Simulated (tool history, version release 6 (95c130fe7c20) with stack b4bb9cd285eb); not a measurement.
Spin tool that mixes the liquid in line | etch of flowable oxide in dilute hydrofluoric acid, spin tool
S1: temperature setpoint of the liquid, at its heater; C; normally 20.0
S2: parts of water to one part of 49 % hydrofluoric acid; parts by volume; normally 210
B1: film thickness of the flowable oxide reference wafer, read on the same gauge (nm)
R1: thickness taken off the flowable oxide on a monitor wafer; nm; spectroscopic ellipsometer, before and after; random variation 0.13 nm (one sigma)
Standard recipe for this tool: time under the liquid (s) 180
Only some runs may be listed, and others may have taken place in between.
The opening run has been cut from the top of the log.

Run 2, day 2.158: usual settings but S2 245 parts by volume; B1 90.02. Result: R1 27.23 nm.
Run 3, day 3.304: usual settings but S2 275 parts by volume; B1 90.00. Result: R1 23.68 nm.
Run 4, day 5.983: usual settings; B1 89.98. Result: R1 33.15 nm.
Run 5, day 7.338: usual settings; B1 89.98. Result: R1 33.37 nm.
Run 6, day 9.371: usual settings; B1 90.01. Result: R1 33.55 nm.
At day 10.496: thermometer replaced.
Run 7, day 10.962: usual settings; B1 89.98. Result: R1 31.43 nm.
Run 8, day 12.854: usual settings; B1 90.01. Result: R1 31.52 nm.
Run 9, day 14.946: usual settings; B1 89.98. Result: R1 31.86 nm.
Run 10, day 17.529: usual settings; B1 90.01. Result: R1 31.54 nm.
Run 11, day 18.654: usual settings but S1 17.0 C, S2 135 parts by volume, time under the liquid (s) 255; B1 89.99. Result: R1 67.25 nm.
Run 12, day 21.562: usual settings but S1 24.0 C, S2 175 parts by volume, time under the liquid (s) 125; B1 89.99. Result: R1 32.28 nm.
At day 23.346: gauge calibrated.
Run 13, day 24.025: usual settings; B1 90.00. Result: R1 32.10 nm.
Run 14, day 26.908: usual settings but S1 17.0 C, S2 155 parts by volume; B1 90.02. Result: R1 40.83 nm.
Run 15, day 29.662: usual settings; B1 89.99. Result: R1 32.27 nm.
Run 16, day 31.567: usual settings; B1 90.01. Result: R1 32.48 nm.
Run 17, day 32.854: usual settings; B1 90.02. Result: R1 32.45 nm.

Forecast run 18:
Run 18, day 35.600: usual settings but S1 21.5 C, time under the liquid (s) 220; B1 ?. Result: R1 ?.

B1: 89.99
R1: 42.15 nm
The same run, on a tool lacking any hidden state, would have yielded R1 39.90 nm.
